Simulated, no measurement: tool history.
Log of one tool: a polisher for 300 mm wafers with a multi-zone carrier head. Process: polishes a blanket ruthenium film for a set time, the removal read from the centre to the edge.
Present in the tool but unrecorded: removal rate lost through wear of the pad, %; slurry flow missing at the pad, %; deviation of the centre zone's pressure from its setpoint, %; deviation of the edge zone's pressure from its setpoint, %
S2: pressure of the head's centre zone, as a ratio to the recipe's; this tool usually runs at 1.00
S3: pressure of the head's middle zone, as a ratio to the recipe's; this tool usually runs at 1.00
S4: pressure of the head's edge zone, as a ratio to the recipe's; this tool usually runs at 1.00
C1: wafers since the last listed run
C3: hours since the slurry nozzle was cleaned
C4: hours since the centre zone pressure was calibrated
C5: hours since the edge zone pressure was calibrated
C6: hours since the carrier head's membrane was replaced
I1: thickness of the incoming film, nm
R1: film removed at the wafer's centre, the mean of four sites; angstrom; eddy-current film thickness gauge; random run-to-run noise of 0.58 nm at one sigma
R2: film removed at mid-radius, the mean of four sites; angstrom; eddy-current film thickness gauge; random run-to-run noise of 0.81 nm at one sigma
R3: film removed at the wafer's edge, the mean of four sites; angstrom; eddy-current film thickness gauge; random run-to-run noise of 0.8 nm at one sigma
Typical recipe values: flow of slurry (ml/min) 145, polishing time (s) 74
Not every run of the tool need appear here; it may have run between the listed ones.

run 1 hour=0.0 | flow_of_slurry_(ml/min)=145 S2=1.00 S3=1.00 S4=1.00 polishing_time_(s)=74 | C1=0 wafers_polished_on_this_pad=2276 C3=132.5 C4=156.2 C5=868.3 C6=1603.8 | I1=334.4 | R1=848 R2=787 R3=799
run 2 hour=27.5 | flow_of_slurry_(ml/min)=145 S2=1.00 S3=1.10 S4=1.00 polishing_time_(s)=74 | C1=309 wafers_polished_on_this_pad=2585 C3=160.0 C4=183.7 C5=895.8 C6=1631.3 | I1=332.6 | R1=848 R2=875 R3=794
-- hour=61.6 worn pad replaced by a new one
run 3 hour=62.1 | flow_of_slurry_(ml/min)=145 S2=1.00 S3=1.00 S4=1.06 polishing_time_(s)=57 | C1=344 wafers_polished_on_this_pad=5 C3=194.6 C4=218.3 C5=930.4 C6=1665.9 | I1=329.7 | R1=647 R2=620 R3=624
-- hour=69.3 carrier head's membrane replaced by a new one
run 4 hour=73.4 | flow_of_slurry_(ml/min)=145 S2=1.00 S3=1.07 S4=0.92 polishing_time_(s)=74 | C1=70 wafers_polished_on_this_pad=76 C3=205.9 C4=229.6 C5=941.7 C6=4.1 | I1=324.0 | R1=855 R2=847 R3=764
run 5 hour=105.4 | flow_of_slurry_(ml/min)=145 S2=1.00 S3=1.00 S4=1.00 polishing_time_(s)=74 | C1=359 wafers_polished_on_this_pad=436 C3=237.9 C4=261.6 C5=973.7 C6=36.1 | I1=329.6 | R1=841 R2=795 R3=796
-- hour=133.1 edge zone pressure recalibrated
run 6 hour=139.1 | flow_of_slurry_(ml/min)=145 S2=1.00 S3=1.00 S4=1.00 polishing_time_(s)=64 | C1=356 wafers_polished_on_this_pad=793 C3=271.6 C4=295.3 C5=6.0 C6=69.8 | I1=328.2 | R1=732 R2=672 R3=675
run 7 hour=173.5 | flow_of_slurry_(ml/min)=145 S2=1.09 S3=1.00 S4=1.00 polishing_time_(s)=93 | C1=386 wafers_polished_on_this_pad=1180 C3=306.0 C4=329.7 C5=40.4 C6=104.2 | I1=324.3 | R1=1131 R2=982 R3=965
run 8 hour=192.6 | flow_of_slurry_(ml/min)=145 S2=1.00 S3=1.00 S4=1.00 polishing_time_(s)=74 | C1=214 wafers_polished_on_this_pad=1395 C3=325.1 C4=348.8 C5=59.5 C6=123.3 | I1=337.1 | R1=839 R2=779 R3=783
-- hour=200.9 slurry nozzle cleaned
run 9 hour=208.8 | flow_of_slurry_(ml/min)=145 S2=1.00 S3=1.00 S4=1.00 polishing_time_(s)=74 | C1=170 wafers_polished_on_this_pad=1566 C3=7.9 C4=365.0 C5=75.7 C6=139.5 | I1=330.0 | R1=881 R2=794 R3=813
run 10 hour=241.4 | flow_of_slurry_(ml/min)=120 S2=1.00 S3=1.06 S4=0.97 polishing_time_(s)=81 | C1=366 wafers_polished_on_this_pad=1932 C3=40.5 C4=397.6 C5=108.3 C6=172.1 | I1=332.3 | R1=929 R2=897 R3=857
run 11 hour=258.3 | flow_of_slurry_(ml/min)=145 S2=1.00 S3=1.00 S4=1.00 polishing_time_(s)=74 | C1=190 wafers_polished_on_this_pad=2122 C3=57.4 C4=414.5 C5=125.2 C6=189.0 | I1=334.8 | R1=878 R2=789 R3=794
run 12 hour=284.3 | flow_of_slurry_(ml/min)=145 S2=0.93 S3=1.00 S4=0.90 polishing_time_(s)=74 | C1=292 wafers_polished_on_this_pad=2415 C3=83.4 C4=440.5 C5=151.2 C6=215.0 | I1=327.7 | R1=840 R2=809 R3=767
-- hour=291.6 worn pad replaced by a new one
run 13 hour=306.4 | flow_of_slurry_(ml/min)=145 S2=1.09 S3=1.00 S4=1.00 polishing_time_(s)=74 | C1=203 wafers_polished_on_this_pad=166 C3=105.5 C4=462.6 C5=173.3 C6=237.1 | I1=330.4 | R1=929 R2=798 R3=796
run 14 hour=318.6 | flow_of_slurry_(ml/min)=145 S2=0.97 S3=1.00 S4=1.00 polishing_time_(s)=90 | C1=137 wafers_polished_on_this_pad=303 C3=117.7 C4=474.8 C5=185.5 C6=249.3 | I1=333.2 | R1=1052 R2=985 R3=977
run 15 hour=350.3 | flow_of_slurry_(ml/min)=145 S2=1.09 S3=0.94 S4=1.00 polishing_time_(s)=74 | C1=356 wafers_polished_on_this_pad=660 C3=149.4 C4=506.5 C5=217.2 C6=281.0 | I1=324.3 | R1=936 R2=758 R3=794
run 16 hour=385.4 | flow_of_slurry_(ml/min)=145 S2=1.00 S3=1.00 S4=1.00 polishing_time_(s)=74 | C1=394 wafers_polished_on_this_pad=1055 C3=184.5 C4=541.6 C5=252.3 C6=316.1 | I1=325.6 | R1=881 R2=781 R3=786
run 17 hour=406.6 | flow_of_slurry_(ml/min)=145 S2=1.00 S3=1.00 S4=1.00 polishing_time_(s)=52 | C1=238 wafers_polished_on_this_pad=1293 C3=205.7 C4=562.8 C5=273.5 C6=337.3 | I1=328.0 | R1=618 R2=546 R3=566
run 18 hour=432.4 | flow_of_slurry_(ml/min)=105 S2=1.00 S3=1.00 S4=1.00 polishing_time_(s)=74 | C1=290 wafers_polished_on_this_pad=1584 C3=231.5 C4=588.6 C5=299.3 C6=363.1 | I1=327.5 | R1=813 R2=747 R3=758
run 19 hour=445.1 | flow_of_slurry_(ml/min)=145 S2=0.92 S3=1.00 S4=1.00 polishing_time_(s)=94 | C1=142 wafers_polished_on_this_pad=1726 C3=244.2 C4=601.3 C5=312.0 C6=375.8 | I1=334.8 | R1=1060 R2=1005 R3=994
run 20 hour=474.6 | flow_of_slurry_(ml/min)=110 S2=1.11 S3=1.06 S4=1.00 polishing_time_(s)=74 | C1=331 wafers_polished_on_this_pad=2058 C3=273.7 C4=630.8 C5=341.5 C6=405.3 | I1=337.5 | R1=872 R2=780 R3=773
run 21 hour=505.1 | flow_of_slurry_(ml/min)=145 S2=0.91 S3=1.00 S4=0.93 polishing_time_(s)=74 | C1=343 wafers_polished_on_this_pad=2401 C3=304.2 C4=661.3 C5=372.0 C6=435.8 | I1=326.8 | R1=819 R2=770 R3=744
run 22 hour=527.3 | flow_of_slurry_(ml/min)=175 S2=1.00 S3=1.00 S4=0.93 polishing_time_(s)=74 | C1=249 wafers_polished_on_this_pad=2651 C3=326.4 C4=683.5 C5=394.2 C6=458.0 | I1=325.6 | R1=899 R2=807 R3=769

For each run, the measured value with the value that run would have given without the tool's hidden condition subtracted. The run-to-run variation is shared by both, the gauge scatter possibly not:
run=1 R1=+23 R2=-7 R3=-4
run=2 R1=+23 R2=-10 R3=-6
run=3 R1=+17 R2=-9 R3=-6
run=4 R1=+21 R2=-13 R3=-8
run=5 R1=+20 R2=-16 R3=-11
run=6 R1=+14 R2=-18 R3=-13
run=7 R1=+16 R2=-33 R3=-23
run=8 R1=+9 R2=-30 R3=-21
run=9 R1=+44 R2=-3 R3=-3
run=10 R1=+47 R2=-5 R3=-3
run=11 R1=+46 R2=-4 R3=-3
run=12 R1=+45 R2=-5 R3=-4
run=13 R1=+50 R2=-6 R3=-4
run=14 R1=+57 R2=-8 R3=-6
run=15 R1=+50 R2=-8 R3=-6
run=16 R1=+47 R2=-12 R3=-8
run=17 R1=+33 R2=-10 R3=-7
run=18 R1=+36 R2=-20 R3=-13
run=19 R1=+53 R2=-23 R3=-16
run=20 R1=+34 R2=-27 R3=-18
run=21 R1=+34 R2=-27 R3=-18
run=22 R1=+40 R2=-29 R3=-19
